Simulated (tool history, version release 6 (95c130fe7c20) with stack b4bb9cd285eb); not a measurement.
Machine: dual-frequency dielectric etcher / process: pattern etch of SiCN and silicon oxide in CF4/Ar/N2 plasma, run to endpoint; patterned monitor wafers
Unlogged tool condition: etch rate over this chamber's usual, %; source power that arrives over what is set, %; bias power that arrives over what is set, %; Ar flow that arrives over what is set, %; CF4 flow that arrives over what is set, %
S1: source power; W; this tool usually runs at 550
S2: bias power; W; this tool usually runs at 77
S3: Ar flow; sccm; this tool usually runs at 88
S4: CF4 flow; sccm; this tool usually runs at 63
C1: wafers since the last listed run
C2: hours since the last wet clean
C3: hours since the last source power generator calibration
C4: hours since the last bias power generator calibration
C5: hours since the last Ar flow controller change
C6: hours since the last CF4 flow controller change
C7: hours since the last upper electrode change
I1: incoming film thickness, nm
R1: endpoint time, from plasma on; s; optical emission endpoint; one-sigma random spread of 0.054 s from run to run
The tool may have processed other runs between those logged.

Run 1, day 0: usual settings; C1 0; C2 287.9; C3 179.7; C4 2183.7; C5 1388.3; C6 3534.4; C7 3065.9; I1 14.59. Result: R1 13.5 s.
Run 2, day 1.25: usual settings but S2 72 W, S4 57 sccm; C1 478; C2 317.9; C3 209.7; C4 2213.7; C5 1418.3; C6 3564.4; C7 3095.9; I1 14.48. Result: R1 14.1 s.
Run 3, day 4.242: usual settings but S1 620 W, S3 105 sccm, S4 71 sccm; C1 1144; C2 389.7; C3 281.5; C4 2285.5; C5 1490.1; C6 3636.2; C7 3167.7; I1 14.58. Result: R1 12.8 s.
At day 6.404: wet clean of the chamber.
Run 4, day 6.996: usual settings but S1 610 W, S2 69 W, S4 55 sccm; C1 670; C2 14.2; C3 347.6; C4 2351.6; C5 1556.2; C6 3702.3; C7 3233.8; I1 14.67. Result: R1 13.7 s.
At day 10.225: CF4 flow controller replaced.
At day 10.667: upper electrode replaced, of another model than before.
Run 5, day 10.688: usual settings but S2 91 W, S3 107 sccm, S4 51 sccm; C1 1147; C2 102.8; C3 436.2; C4 2440.2; C5 1644.8; C6 11.1; C7 0.5; I1 14.53. Result: R1 12.8 s.
Run 6, day 12.388: usual settings but S1 600 W, S2 65 W, S3 103 sccm, S4 50 sccm; C1 650; C2 143.6; C3 477; C4 2481; C5 1685.6; C6 51.9; C7 41.3; I1 14.57. Result: R1 15.1 s.
Run 7, day 13.954: usual settings; C1 599; C2 181.2; C3 514.6; C4 2518.6; C5 1723.2; C6 89.5; C7 78.9; I1 14.48. Result: R1 13.3 s.
Run 8, day 15.533: usual settings but S2 61 W, S4 49 sccm; C1 603; C2 219.1; C3 552.5; C4 2556.5; C5 1761.1; C6 127.4; C7 116.8; I1 14.78. Result: R1 16.7 s.
Run 9, day 18.475: usual settings but S1 490 W, S2 87 W; C1 1124; C2 289.7; C3 623.1; C4 2627.1; C5 1831.7; C6 198; C7 187.4; I1 14.66. Result: R1 13.8 s.
At day 19.833: Ar flow controller replaced.
Run 10, day 20.242: usual settings but S1 620 W, S2 61 W, S4 50 sccm; C1 579; C2 332.1; C3 665.5; C4 2669.5; C5 9.8; C6 240.4; C7 229.8; I1 14.58. Result: R1 15 s.
Run 11, day 22.9: usual settings but S2 95 W; C1 1016; C2 395.9; C3 729.3; C4 2733.3; C5 73.6; C6 304.2; C7 293.6; I1 14.7. Result: R1 11.8 s.
At day 24.367: bias power generator calibrated.
Run 12, day 25.1: usual settings but S1 660 W; C1 777; C2 448.7; C3 782.1; C4 17.6; C5 126.4; C6 357; C7 346.4; I1 14.59. Result: R1 11.8 s.
Run 13, day 26.862: usual settings but S3 78 sccm; C1 673; C2 491; C3 824.4; C4 59.9; C5 168.7; C6 399.3; C7 388.7; I1 14.69. Result: R1 13.6 s.
At day 29.225: wet clean of the chamber.
Run 14, day 29.246: usual settings but S1 640 W; C1 528; C2 0.5; C3 881.6; C4 117.1; C5 225.9; C6 456.5; C7 445.9; I1 14.64. Result: R1 12.1 s.
Run 15, day 29.717: usual settings; C1 180; C2 11.8; C3 892.9; C4 128.4; C5 237.2; C6 467.8; C7 457.2; I1 14.74. Result: R1 13.8 s.
Run 16, day 35.483: usual settings but S1 590 W; C1 2205; C2 150.2; C3 1031.3; C4 266.8; C5 375.6; C6 606.2; C7 595.6; I1 14.63. Result: R1 13 s.
Run 17, day 37.992: usual settings but S1 670 W, S2 68 W, S3 110 sccm, S4 78 sccm; C1 959; C2 210.4; C3 1091.5; C4 327; C5 435.8; C6 666.4; C7 655.8; I1 14.68. Result: R1 12.8 s.
Run 18, day 40.242: usual settings but S3 105 sccm; C1 860; C2 264.4; C3 1145.5; C4 381; C5 489.8; C6 720.4; C7 709.8; I1 14.64. Result: R1 14.2 s.
Run 19, day 41.379: usual settings; C1 434; C2 291.7; C3 1172.8; C4 408.3; C5 517.1; C6 747.7; C7 737.1; I1 14.6. Result: R1 13.6 s.

Forecast run 20:
Run 20, day 43.712: usual settings but S2 72 W, S4 57 sccm; C1 892; C2 347.7; C3 1228.8; C4 464.3; C5 573.1; C6 803.7; C7 793.1; I1 14.73. Result: R1 ?.

{"run 20": {"R1": 14.7}}
Without the tool's hidden state the same run would have given R1 14.8 s.
